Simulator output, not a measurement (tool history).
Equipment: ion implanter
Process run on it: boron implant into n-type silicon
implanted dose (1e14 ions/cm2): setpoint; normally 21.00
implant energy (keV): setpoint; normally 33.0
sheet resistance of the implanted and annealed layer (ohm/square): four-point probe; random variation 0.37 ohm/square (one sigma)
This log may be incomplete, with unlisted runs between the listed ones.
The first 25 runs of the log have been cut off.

run   hour  implanted dose (1e14 ions/cm2)  implant energy (keV)  read-back reference wafer on the same gauge, sheet resistance  sheet resistance of the implanted and annealed layer (ohm/square)
 26  383.6                           17.69                  30.0                                                          74.33                                                              75.30
 27  398.4                           25.63                  25.0                                                          74.37                                                              62.20
 28  410.5                           21.00                  36.0                                                          74.27                                                              64.15
 29  416.5                           21.00                  33.0                                                          74.27                                                              66.09
 30  427.0                           23.61                  25.5                                                          74.36                                                              64.84
 31  439.2                           22.65                  37.0                                                          74.22                                                              61.21
 32  447.5                           21.00                  43.0                                                          74.29                                                              63.24
 33  456.7                           15.07                  40.5                                                          74.35                                                              81.98
 34  474.4                           23.31                  43.0                                                          74.39                                                              58.78
 35  480.8                           16.74                  29.5                                                          74.29                                                              77.25
 36  496.6                           17.63                  33.0                                                          74.34                                                              74.25

Here are 4 independent what-if runs from the current tool condition. What would each one return?
  A  497.0                           21.00                  33.0                                                              ?                                                                  ?
  B  497.0                           18.53                  41.0                                                              ?                                                                  ?
  C  497.0                           21.00                  22.0                                                              ?                                                                  ?
  D  497.0                           26.84                  24.0                                                              ?                                                                  ?

run  read-back reference wafer on the same gauge, sheet resistance  sheet resistance of the implanted and annealed layer (ohm/square)
  A                                                          74.24                                                              65.06
  B                                                          74.24                                                              69.35
  C                                                          74.24                                                              70.80
  D                                                          74.24                                                              61.25
Had the tool no hidden state, the same runs would have come out as:
run  sheet resistance of the implanted and annealed layer (ohm/square)
  A                                                              65.06
  B                                                              69.35
  C                                                              70.80
  D                                                              61.25
